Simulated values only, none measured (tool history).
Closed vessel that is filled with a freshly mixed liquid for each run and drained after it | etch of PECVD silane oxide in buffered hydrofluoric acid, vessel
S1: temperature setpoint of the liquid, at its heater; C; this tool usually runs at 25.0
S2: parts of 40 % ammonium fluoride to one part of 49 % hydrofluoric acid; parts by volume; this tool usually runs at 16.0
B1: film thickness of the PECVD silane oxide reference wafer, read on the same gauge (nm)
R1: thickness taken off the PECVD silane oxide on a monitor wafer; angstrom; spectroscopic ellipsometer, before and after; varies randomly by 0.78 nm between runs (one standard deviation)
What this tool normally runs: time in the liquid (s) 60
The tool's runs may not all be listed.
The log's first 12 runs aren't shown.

run 13 day=22.083 | S1=25.0 S2=16.0 time_in_the_liquid_(s)=60 | B1=130.01 | R1=1824.6
run 14 day=23.408 | S1=23.0 S2=13.0 time_in_the_liquid_(s)=60 | B1=130.00 | R1=1992.5
run 15 day=25.317 | S1=25.0 S2=16.0 time_in_the_liquid_(s)=60 | B1=130.01 | R1=1812.1
run 16 day=26.775 | S1=22.5 S2=20.5 time_in_the_liquid_(s)=60 | B1=130.01 | R1=1245.0
-- day=27.721 hydrofluoric acid flow meter replaced
-- day=28.675 gauge calibrated
run 17 day=29.175 | S1=25.0 S2=11.0 time_in_the_liquid_(s)=90 | B1=130.01 | R1=3946.1
run 18 day=30.967 | S1=25.0 S2=11.5 time_in_the_liquid_(s)=60 | B1=130.00 | R1=2507.1
run 19 day=33.504 | S1=21.5 S2=16.0 time_in_the_liquid_(s)=80 | B1=130.02 | R1=2004.4
run 20 day=34.967 | S1=28.0 S2=11.5 time_in_the_liquid_(s)=60 | B1=130.00 | R1=2943.7
-- day=35.233 thermometer replaced
run 21 day=36.442 | S1=20.0 S2=21.5 time_in_the_liquid_(s)=40 | B1=130.01 | R1=701.2
run 22 day=39.042 | S1=25.0 S2=16.0 time_in_the_liquid_(s)=60 | B1=130.00 | R1=1813.5
run 23 day=41.888 | S1=25.0 S2=16.0 time_in_the_liquid_(s)=60 | B1=129.99 | R1=1816.1
run 24 day=43.504 | S1=29.5 S2=10.0 time_in_the_liquid_(s)=75 | B1=130.00 | R1=4571.1
run 25 day=45.162 | S1=25.0 S2=16.0 time_in_the_liquid_(s)=30 | B1=130.01 | R1=906.1
run 26 day=46.867 | S1=29.5 S2=16.0 time_in_the_liquid_(s)=95 | B1=130.00 | R1=3673.7
run 27 day=49.217 | S1=25.0 S2=9.5 time_in_the_liquid_(s)=30 | B1=130.02 | R1=1484.9
run 28 day=50.883 | S1=25.0 S2=16.0 time_in_the_liquid_(s)=60 | B1=130.01 | R1=1805.2
run 29 day=53.454 | S1=21.0 S2=20.5 time_in_the_liquid_(s)=35 | B1=129.98 | R1=674.6
run 30 day=61.904 | S1=25.0 S2=16.0 time_in_the_liquid_(s)=60 | B1=130.00 | R1=1827.6
run 31 day=64.242 | S1=25.0 S2=16.0 time_in_the_liquid_(s)=60 | B1=130.02 | R1=1815.3
run 32 day=69.017 | S1=22.5 S2=10.5 time_in_the_liquid_(s)=60 | B1=129.99 | R1=2402.4
-- day=69.500 hydrofluoric acid flow meter replaced
run 33 day=70.288 | S1=20.5 S2=10.0 time_in_the_liquid_(s)=85 | B1=130.00 | R1=3183.2

What if the next run were any one of these 3? Each begins from the tool's condition after run 33:
run A day=70.317 | S1=25.0 S2=16.0 time_in_the_liquid_(s)=35 | B1=? | R1=?
run B day=70.317 | S1=21.0 S2=13.0 time_in_the_liquid_(s)=70 | B1=? | R1=?
run C day=70.317 | S1=25.0 S2=16.0 time_in_the_liquid_(s)=85 | B1=? | R1=?

run=A B1=130.02 R1=1052.0
run=B B1=130.02 R1=2070.6
run=C B1=130.02 R1=2554.8
Without the tool's unlogged condition, the same runs would have read:
run=A R1=1052.0
run=B R1=2070.6
run=C R1=2554.8

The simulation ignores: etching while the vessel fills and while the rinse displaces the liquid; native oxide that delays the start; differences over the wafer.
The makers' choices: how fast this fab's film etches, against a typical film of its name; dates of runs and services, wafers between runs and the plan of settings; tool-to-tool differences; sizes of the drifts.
